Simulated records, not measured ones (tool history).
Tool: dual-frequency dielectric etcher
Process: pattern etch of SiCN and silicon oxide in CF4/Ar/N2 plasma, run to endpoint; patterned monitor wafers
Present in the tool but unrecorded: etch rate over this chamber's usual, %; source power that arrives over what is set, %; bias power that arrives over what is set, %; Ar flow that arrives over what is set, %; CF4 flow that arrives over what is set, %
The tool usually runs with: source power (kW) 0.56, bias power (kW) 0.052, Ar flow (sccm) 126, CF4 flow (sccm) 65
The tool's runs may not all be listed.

run,hour,source power (kW),bias power (kW),Ar flow (sccm),CF4 flow (sccm),wafers since the last listed run,hours since the last wet clean,hours since the last source power generator calibration,hours since the last bias power generator calibration,hours since the last Ar flow controller change,hours since the last CF4 flow controller change,hours since the last upper electrode change,"incoming incoming film thickness, nm",endpoint time (s)
1,0,0.56,0.047,126,65,0,577,2962.9,372,3496.9,1303.2,4566.9,8.83,10.4
# hour 92.2: wet clean of the chamber
2,92.7,0.56,0.047,126,65,1082,0.5,3055.6,464.7,3589.6,1395.9,4659.6,8.95,10.7
3,141.4,0.56,0.052,126,65,767,49.2,3104.3,513.4,3638.3,1444.6,4708.3,8.9,10.3
4,244.1,0.56,0.052,126,65,1618,151.9,3207,616.1,3741,1547.3,4811,8.94,10.4
5,313.6,0.56,0.052,126,65,1095,221.4,3276.5,685.6,3810.5,1616.8,4880.5,8.87,10.1
6,379,0.56,0.052,126,65,1030,286.8,3341.9,751,3875.9,1682.2,4945.9,8.97,10.2
# hour 514.3: upper electrode replaced
# hour 658.2: wet clean of the chamber
7,658.7,0.61,0.052,115,65,3652,0.5,3621.6,1030.7,4155.6,1961.9,144.4,8.92,9.3
8,700.5,0.56,0.052,126,65,658,42.3,3663.4,1072.5,4197.4,2003.7,186.2,8.95,10.3
9,807,0.5,0.056,111,65,1678,148.8,3769.9,1179,4303.9,2110.2,292.7,8.88,11.3
10,892.3,0.56,0.052,126,65,1344,234.1,3855.2,1264.3,4389.2,2195.5,378,8.78,10.2
# hour 953.5: source power generator calibrated
# hour 996: bias power generator calibrated
11,996.5,0.56,0.052,126,58,1516,338.3,43,0.5,4493.4,2299.7,482.2,8.96,10.4
# hour 1009.6: Ar flow controller replaced
12,1103.3,0.64,0.052,151,52,1588,445.1,149.8,107.3,93.7,2406.5,589,8.89,9.4
13,1195.3,0.62,0.052,141,73,1450,537.1,241.8,199.3,185.7,2498.5,681,8.99,9
14,1231.9,0.56,0.052,97,71,576,573.7,278.4,235.9,222.3,2535.1,717.6,8.95,9.5
15,1293.4,0.56,0.044,126,56,969,635.2,339.9,297.4,283.8,2596.6,779.1,8.87,10.8
# hour 1323.2: CF4 flow controller replaced
# hour 1343.8: wet clean of the chamber
16,1346.5,0.56,0.052,126,65,417,2.7,393,350.5,336.9,23.3,832.2,8.94,10.4
17,1445.3,0.61,0.052,106,65,1557,101.5,491.8,449.3,435.7,122.1,931,9.01,9.3
18,1508.4,0.66,0.052,126,65,994,164.6,554.9,512.4,498.8,185.2,994.1,8.9,8.7
19,1578.1,0.62,0.046,109,65,1098,234.3,624.6,582.1,568.5,254.9,1063.8,8.92,9.3
20,1661.5,0.56,0.052,126,65,1314,317.7,708,665.5,651.9,338.3,1147.2,8.89,10.2
21,1707.3,0.61,0.052,126,65,721,363.5,753.8,711.3,697.7,384.1,1193,8.86,9.2
22,1788,0.56,0.06,126,77,1272,444.2,834.5,792,778.4,464.8,1273.7,9.04,9.6
23,1856.7,0.5,0.046,109,58,1082,512.9,903.2,860.7,847.1,533.5,1342.4,8.9,11.9
24,1928.5,0.56,0.052,157,65,1131,584.7,975,932.5,918.9,605.3,1414.2,8.85,10.3
25,1975.7,0.56,0.062,137,65,743,631.9,1022.2,979.7,966.1,652.5,1461.4,8.89,9.5

A few steps of endpoint time (s) between consecutive runs. Split each: what settings, incoming material and random variation would produce without the hidden state, and what is left over for the hidden state, along with gauge scatter present in only one of the two compared results (measured, and without hidden state):
Run 1 -> 2: wet clean of the chamber. endpoint time (s) +0.3: hidden state +0.2, all else +0.1.
Run 15 -> 16: bias power (kW) 0.044 -> 0.052, CF4 flow (sccm) 56 -> 65, CF4 flow controller replaced, wet clean of the chamber. endpoint time (s) -0.4: hidden state +0.5, all else -0.9.
Run 22 -> 23: source power (kW) 0.56 -> 0.5, bias power (kW) 0.06 -> 0.046, Ar flow (sccm) 126 -> 109, CF4 flow (sccm) 77 -> 58. endpoint time (s) +2.3: hidden state -0.1, all else +2.4.
Run 23 -> 24: source power (kW) 0.5 -> 0.56, bias power (kW) 0.046 -> 0.052, Ar flow (sccm) 109 -> 157, CF4 flow (sccm) 58 -> 65. endpoint time (s) -1.6: hidden state +0, all else -1.6.
